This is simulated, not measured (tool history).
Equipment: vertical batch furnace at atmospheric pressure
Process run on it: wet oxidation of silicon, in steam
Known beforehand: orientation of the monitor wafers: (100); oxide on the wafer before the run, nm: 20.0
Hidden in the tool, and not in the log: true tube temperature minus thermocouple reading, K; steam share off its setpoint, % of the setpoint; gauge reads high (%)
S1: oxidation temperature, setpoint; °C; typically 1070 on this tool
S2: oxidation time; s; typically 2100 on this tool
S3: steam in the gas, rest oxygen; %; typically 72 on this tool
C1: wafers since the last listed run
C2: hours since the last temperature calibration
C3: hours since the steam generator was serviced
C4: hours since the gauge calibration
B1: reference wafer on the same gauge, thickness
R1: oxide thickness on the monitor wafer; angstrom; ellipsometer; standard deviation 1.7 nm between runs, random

run	hour	S1	S2	S3	C1	C2	C3	C4	B1	R1
1	0	1070	2100	67	0	1035.4	947	583.1	469.84	3868.5
2	30.4	1070	1710	72	597	1065.8	977.4	613.5	470.22	3538.3
3	60.1	1070	1710	72	583	1095.5	1007.1	643.2	470.5	3533.4
4	126.2	1070	2100	72	1298	1161.6	1073.2	709.3	470.33	3965.7
5	175.1	1070	2100	72	960	1210.5	1122.1	758.2	469.78	4019
6	389.1	1070	2100	72	4204	1424.5	1336.1	972.2	469.96	4000.1
7	449.3	1070	2100	72	1182	1484.7	1396.3	1032.4	470.05	3998.8
8	474.5	1070	2100	72	495	1509.9	1421.5	1057.6	470.14	4025.2
9	535.3	1070	2100	72	1194	1570.7	1482.3	1118.4	470.01	3984.6
10	595.2	1070	2100	72	1176	1630.6	1542.2	1178.3	470.05	4019.3
11	623.9	1070	2100	72	563	1659.3	1570.9	1207	469.72	3983.7
12	660.6	1070	2100	72	720	1696	1607.6	1243.7	470.22	3998.7
13	718	1070	1500	65	1127	1753.4	1665	1301.1	470.01	3061.1
14	768.8	1046	2100	72	997	1804.2	1715.8	1351.9	469.77	3509.7
# hour 833.7: thermocouples replaced and temperature profile calibrated
15	834.2	1062	1410	80	813	0.5	1781.2	1417.3	470.14	3104.3
16	866.2	1088	2100	78	628	32.5	1813.2	1449.3	470.2	4429.8
# hour 923.7: gauge calibrated
17	931.1	1070	2100	82	1274	97.4	1878.1	7.4	469.74	4196.1
# hour 968.4: steam generator serviced
18	993.5	1070	2100	72	754	159.8	25.1	69.8	470.4	3972.8
19	1036.1	1070	1530	60	836	202.4	67.7	112.4	470.41	2908.3

Run 20 comes next. What will it give?
20	1087.7	1083	2880	65	1013	254	119.3	164	?	?

{"run 20": {"B1": 470.47, "R1": 4822}}
With the hidden condition absent and the run-to-run variation left alone, this run would have shown R1 4818.4 angstrom.

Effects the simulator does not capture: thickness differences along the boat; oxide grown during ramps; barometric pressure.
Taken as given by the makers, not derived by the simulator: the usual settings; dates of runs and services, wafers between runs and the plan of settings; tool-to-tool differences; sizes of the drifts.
